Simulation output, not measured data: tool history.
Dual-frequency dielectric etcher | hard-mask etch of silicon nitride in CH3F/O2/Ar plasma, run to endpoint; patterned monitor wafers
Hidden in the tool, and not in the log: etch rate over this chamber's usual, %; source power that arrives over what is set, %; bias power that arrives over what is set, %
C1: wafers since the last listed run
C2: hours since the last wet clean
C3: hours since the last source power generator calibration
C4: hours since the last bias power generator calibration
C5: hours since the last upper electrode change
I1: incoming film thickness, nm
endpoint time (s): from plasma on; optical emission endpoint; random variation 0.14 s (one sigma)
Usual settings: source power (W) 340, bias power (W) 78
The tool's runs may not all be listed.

Run 1, hour 0.0: usual settings; C1 0; C2 564.8; C3 3430.9; C4 2454.3; C5 4351.5; I1 28.68. Result: endpoint time (s) 43.8.
Run 2, hour 14.8: usual settings; C1 147; C2 579.6; C3 3445.7; C4 2469.1; C5 4366.3; I1 28.76. Result: endpoint time (s) 43.9.
Run 3, hour 21.1: usual settings; C1 62; C2 585.9; C3 3452.0; C4 2475.4; C5 4372.6; I1 28.62. Result: endpoint time (s) 43.8.
Run 4, hour 30.0: usual settings; C1 88; C2 594.8; C3 3460.9; C4 2484.3; C5 4381.5; I1 28.54. Result: endpoint time (s) 43.6.
Run 5, hour 47.8: usual settings; C1 177; C2 612.6; C3 3478.7; C4 2502.1; C5 4399.3; I1 28.53. Result: endpoint time (s) 43.4.
Run 6, hour 63.3: usual settings; C1 154; C2 628.1; C3 3494.2; C4 2517.6; C5 4414.8; I1 28.84. Result: endpoint time (s) 44.0.
Run 7, hour 78.1: usual settings; C1 147; C2 642.9; C3 3509.0; C4 2532.4; C5 4429.6; I1 28.47. Result: endpoint time (s) 43.1.
At hour 91.7: source power generator calibrated.
Run 8, hour 92.2: usual settings; C1 100; C2 657.0; C3 0.5; C4 2546.5; C5 4443.7; I1 28.27. Result: endpoint time (s) 43.1.
At hour 117.5: wet clean of the chamber.
At hour 133.4: upper electrode replaced.
Run 9, hour 133.9: usual settings; C1 18; C2 16.4; C3 42.2; C4 2588.2; C5 0.5; I1 28.35. Result: endpoint time (s) 45.4.
Run 10, hour 134.2: usual settings but source power (W) 390, bias power (W) 60; C1 2; C2 16.7; C3 42.5; C4 2588.5; C5 0.8; I1 28.36. Result: endpoint time (s) 49.7.
Run 11, hour 134.5: usual settings but source power (W) 290, bias power (W) 72; C1 2; C2 17.0; C3 42.8; C4 2588.8; C5 1.1; I1 28.30. Result: endpoint time (s) 51.5.
At hour 139.8: bias power generator calibrated.
Run 12, hour 140.3: usual settings but bias power (W) 91; C1 17; C2 22.8; C3 48.6; C4 0.5; C5 6.9; I1 28.62. Result: endpoint time (s) 42.0.
Run 13, hour 146.2: usual settings but source power (W) 420; C1 58; C2 28.7; C3 54.5; C4 6.4; C5 12.8; I1 28.34. Result: endpoint time (s) 41.1.
Run 14, hour 158.8: usual settings; C1 125; C2 41.3; C3 67.1; C4 19.0; C5 25.4; I1 28.68. Result: endpoint time (s) 46.0.
Run 15, hour 176.2: usual settings but source power (W) 310, bias power (W) 92; C1 173; C2 58.7; C3 84.5; C4 36.4; C5 42.8; I1 28.52. Result: endpoint time (s) 43.3.

Forecast each of these 4 alternatives for the next run:
Run A, hour 176.6: usual settings but bias power (W) 63; C1 3; C2 59.1; C3 84.9; C4 36.8; C5 43.2; I1 28.72. Result: endpoint time (s) ?.
Run B, hour 176.6: usual settings but bias power (W) 67; C1 3; C2 59.1; C3 84.9; C4 36.8; C5 43.2; I1 28.72. Result: endpoint time (s) ?.
Run C, hour 176.6: usual settings but source power (W) 380, bias power (W) 96; C1 3; C2 59.1; C3 84.9; C4 36.8; C5 43.2; I1 28.72. Result: endpoint time (s) ?.
Run D, hour 176.6: usual settings but bias power (W) 71; C1 3; C2 59.1; C3 84.9; C4 36.8; C5 43.2; I1 28.72. Result: endpoint time (s) ?.

run  endpoint time (s)
  A               52.2
  B               50.3
  C               39.0
  D               48.6
Without the tool's hidden state the same runs would have given:
run  endpoint time (s)
  A               52.1
  B               50.2
  C               39.0
  D               48.6
